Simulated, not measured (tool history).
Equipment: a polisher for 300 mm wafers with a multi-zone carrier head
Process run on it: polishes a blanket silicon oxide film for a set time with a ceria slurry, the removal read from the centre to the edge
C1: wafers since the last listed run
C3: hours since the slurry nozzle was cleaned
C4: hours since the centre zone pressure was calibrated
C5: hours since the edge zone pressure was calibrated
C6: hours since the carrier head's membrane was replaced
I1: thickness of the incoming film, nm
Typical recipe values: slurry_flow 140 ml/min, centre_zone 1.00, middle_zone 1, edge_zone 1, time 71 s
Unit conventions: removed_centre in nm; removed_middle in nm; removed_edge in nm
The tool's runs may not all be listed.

Run 1, hour 0.0: usual settings; C1 0; wafers polished on this pad 214; C3 134.0; C4 1120.5; C5 1225.1; C6 1274.0; I1 1709.2. Result: removed_centre 187.3 nm, removed_middle 188.9 nm, removed_edge 182.5 nm.
Run 2, hour 19.6: usual settings; C1 198; wafers polished on this pad 412; C3 153.6; C4 1140.1; C5 1244.7; C6 1293.6; I1 1654.0. Result: removed_centre 187.3 nm, removed_middle 189.5 nm, removed_edge 180.5 nm.
Run 3, hour 37.4: usual settings; C1 179; wafers polished on this pad 592; C3 171.4; C4 1157.9; C5 1262.5; C6 1311.4; I1 1686.0. Result: removed_centre 182.7 nm, removed_middle 180.7 nm, removed_edge 176.0 nm.
Run 4, hour 63.1: usual settings; C1 259; wafers polished on this pad 852; C3 197.1; C4 1183.6; C5 1288.2; C6 1337.1; I1 1662.5. Result: removed_centre 180.0 nm, removed_middle 178.3 nm, removed_edge 170.0 nm.
At hour 82.2: worn pad replaced by a new one.
Run 5, hour 82.7: usual settings but time 81 s; C1 157; wafers polished on this pad 5; C3 216.7; C4 1203.2; C5 1307.8; C6 1356.7; I1 1668.5. Result: removed_centre 218.2 nm, removed_middle 219.2 nm, removed_edge 211.6 nm.
Run 6, hour 107.4: usual settings but time 81 s; C1 249; wafers polished on this pad 254; C3 241.4; C4 1227.9; C5 1332.5; C6 1381.4; I1 1663.6. Result: removed_centre 212.9 nm, removed_middle 218.7 nm, removed_edge 205.4 nm.
Run 7, hour 123.8: usual settings but time 81 s; C1 165; wafers polished on this pad 420; C3 257.8; C4 1244.3; C5 1348.9; C6 1397.8; I1 1643.5. Result: removed_centre 207.7 nm, removed_middle 214.5 nm, removed_edge 202.4 nm.
At hour 148.4: carrier head's membrane replaced by a new one.
At hour 148.8: centre zone pressure recalibrated.
Run 8, hour 156.2: usual settings; C1 273; wafers polished on this pad 693; C3 290.2; C4 7.4; C5 1381.3; C6 7.8; I1 1671.7. Result: removed_centre 174.2 nm, removed_middle 180.3 nm, removed_edge 173.0 nm.
Run 9, hour 176.9: usual settings but time 81 s; C1 209; wafers polished on this pad 903; C3 310.9; C4 28.1; C5 1402.0; C6 28.5; I1 1674.2. Result: removed_centre 199.2 nm, removed_middle 198.6 nm, removed_edge 190.6 nm.

For run 10, what comes out?
At hour 185.6: worn pad replaced by a new one.
Run 10, hour 193.4: usual settings but slurry_flow 120 ml/min, centre_zone 1.04; C1 126; wafers polished on this pad 78; C3 327.4; C4 44.6; C5 1418.5; C6 45.0; I1 1699.8. Result: removed_centre ?, removed_middle ?, removed_edge ?.

removed_centre: 190.8 nm
removed_middle: 183.6 nm
removed_edge: 181.1 nm
The same run, on a tool lacking any hidden state, would have yielded removed_centre 191.3 nm, removed_middle 184.1 nm, removed_edge 181.6 nm.

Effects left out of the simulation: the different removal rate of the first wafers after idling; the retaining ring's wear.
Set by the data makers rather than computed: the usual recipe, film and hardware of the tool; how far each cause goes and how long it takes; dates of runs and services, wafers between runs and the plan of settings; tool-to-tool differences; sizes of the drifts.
